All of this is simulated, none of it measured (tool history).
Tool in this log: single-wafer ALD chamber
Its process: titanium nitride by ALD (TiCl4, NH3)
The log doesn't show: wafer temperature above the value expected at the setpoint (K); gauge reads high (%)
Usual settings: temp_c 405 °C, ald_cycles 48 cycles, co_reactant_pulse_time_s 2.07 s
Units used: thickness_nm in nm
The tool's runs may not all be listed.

| run | hour | temp_c | ald_cycles | co_reactant_pulse_time_s | wafers since the last listed run | hours since the last thermocouple change | hours since the showerhead was replaced | hours since the gauge calibration | read-back reference wafer on the same gauge, thickness_nm | thickness_nm |
|---|---|---|---|---|---|---|---|---|---|---|
| 1 | 0.0 | 405 | 48 | 2.07 | 0 | 960.8 | 2319.7 | 1097.2 | 1.220 | 1.071 |
|  | 56.0 | gauge calibrated |
| 2 | 84.9 | 405 | 48 | 2.07 | 249 | 1045.7 | 2404.6 | 28.9 | 1.220 | 1.078 |
| 3 | 150.0 | 405 | 48 | 2.07 | 191 | 1110.8 | 2469.7 | 94.0 | 1.221 | 1.074 |
| 4 | 255.5 | 405 | 48 | 2.07 | 310 | 1216.3 | 2575.2 | 199.5 | 1.220 | 1.073 |
|  | 289.6 | thermocouple changed; heater temperature recalibrated |
| 5 | 334.3 | 405 | 48 | 2.07 | 208 | 44.7 | 2654.0 | 278.3 | 1.221 | 1.072 |
| 6 | 506.9 | 405 | 48 | 2.07 | 507 | 217.3 | 2826.6 | 450.9 | 1.220 | 1.073 |
| 7 | 549.5 | 417 | 48 | 2.07 | 125 | 259.9 | 2869.2 | 493.5 | 1.220 | 1.078 |
| 8 | 625.7 | 417 | 48 | 2.07 | 224 | 336.1 | 2945.4 | 569.7 | 1.220 | 1.072 |
| 9 | 711.9 | 405 | 48 | 2.07 | 253 | 422.3 | 3031.6 | 655.9 | 1.220 | 1.072 |
| 10 | 757.6 | 405 | 48 | 2.07 | 134 | 468.0 | 3077.3 | 701.6 | 1.220 | 1.076 |
| 11 | 845.4 | 405 | 48 | 2.07 | 258 | 555.8 | 3165.1 | 789.4 | 1.220 | 1.075 |
| 12 | 921.8 | 405 | 48 | 2.07 | 224 | 632.2 | 3241.5 | 865.8 | 1.220 | 1.072 |
| 13 | 1003.6 | 405 | 48 | 2.07 | 240 | 714.0 | 3323.3 | 947.6 | 1.220 | 1.068 |
|  | 1159.7 | gauge calibrated |
| 14 | 1212.0 | 405 | 48 | 2.41 | 612 | 922.4 | 3531.7 | 52.3 | 1.220 | 1.083 |
|  | 1252.0 | showerhead replaced |
| 15 | 1291.0 | 405 | 48 | 2.07 | 208 | 1001.4 | 39.0 | 131.3 | 1.220 | 1.072 |
| 16 | 1500.2 | 405 | 48 | 2.07 | 615 | 1210.6 | 248.2 | 340.5 | 1.220 | 1.071 |
| 17 | 1563.3 | 397 | 57 | 2.44 | 185 | 1273.7 | 311.3 | 403.6 | 1.220 | 1.273 |
|  | 1632.9 | thermocouple changed; heater temperature recalibrated |
| 18 | 1633.7 | 391 | 45 | 2.50 | 183 | 0.8 | 381.7 | 474.0 | 1.220 | 1.001 |
| 19 | 1716.1 | 392 | 48 | 1.69 | 242 | 83.2 | 464.1 | 556.4 | 1.219 | 1.053 |
| 20 | 1770.0 | 405 | 48 | 2.36 | 158 | 137.1 | 518.0 | 610.3 | 1.221 | 1.080 |
| 21 | 1867.4 | 405 | 48 | 1.39 | 286 | 234.5 | 615.4 | 707.7 | 1.221 | 1.053 |
| 22 | 1962.6 | 411 | 56 | 1.74 | 280 | 329.7 | 710.6 | 802.9 | 1.220 | 1.244 |
| 23 | 2025.5 | 405 | 48 | 2.07 | 185 | 392.6 | 773.5 | 865.8 | 1.219 | 1.077 |
| 24 | 2102.1 | 405 | 48 | 2.07 | 225 | 469.2 | 850.1 | 942.4 | 1.221 | 1.072 |
| 25 | 2194.3 | 394 | 57 | 2.07 | 271 | 561.4 | 942.3 | 1034.6 | 1.220 | 1.269 |
| 26 | 2289.6 | 393 | 41 | 2.62 | 280 | 656.7 | 1037.6 | 1129.9 | 1.220 | 0.913 |
| 27 | 2343.1 | 405 | 48 | 1.41 | 157 | 710.2 | 1091.1 | 1183.4 | 1.219 | 1.060 |

Alternative continuations, all from the tool just after run 27; predict every row:
| A | 2343.6 | 405 | 48 | 2.07 | 1 | 710.7 | 1091.6 | 1183.9 | ? | ? |
| B | 2343.6 | 405 | 48 | 2.48 | 1 | 710.7 | 1091.6 | 1183.9 | ? | ? |
| C | 2343.6 | 398 | 40 | 2.83 | 1 | 710.7 | 1091.6 | 1183.9 | ? | ? |
| D | 2343.6 | 398 | 57 | 2.07 | 1 | 710.7 | 1091.6 | 1183.9 | ? | ? |
| E | 2343.6 | 405 | 51 | 2.07 | 1 | 710.7 | 1091.6 | 1183.9 | ? | ? |

| run | read-back reference wafer on the same gauge, thickness_nm | thickness_nm |
|---|---|---|
| A | 1.220 | 1.069 |
| B | 1.220 | 1.075 |
| C | 1.220 | 0.897 |
| D | 1.220 | 1.264 |
| E | 1.220 | 1.136 |
The same runs, with their run-to-run variation unchanged, on a tool lacking any hidden condition would have given:
| run | thickness_nm |
|---|---|
| A | 1.069 |
| B | 1.075 |
| C | 0.897 |
| D | 1.264 |
| E | 1.136 |

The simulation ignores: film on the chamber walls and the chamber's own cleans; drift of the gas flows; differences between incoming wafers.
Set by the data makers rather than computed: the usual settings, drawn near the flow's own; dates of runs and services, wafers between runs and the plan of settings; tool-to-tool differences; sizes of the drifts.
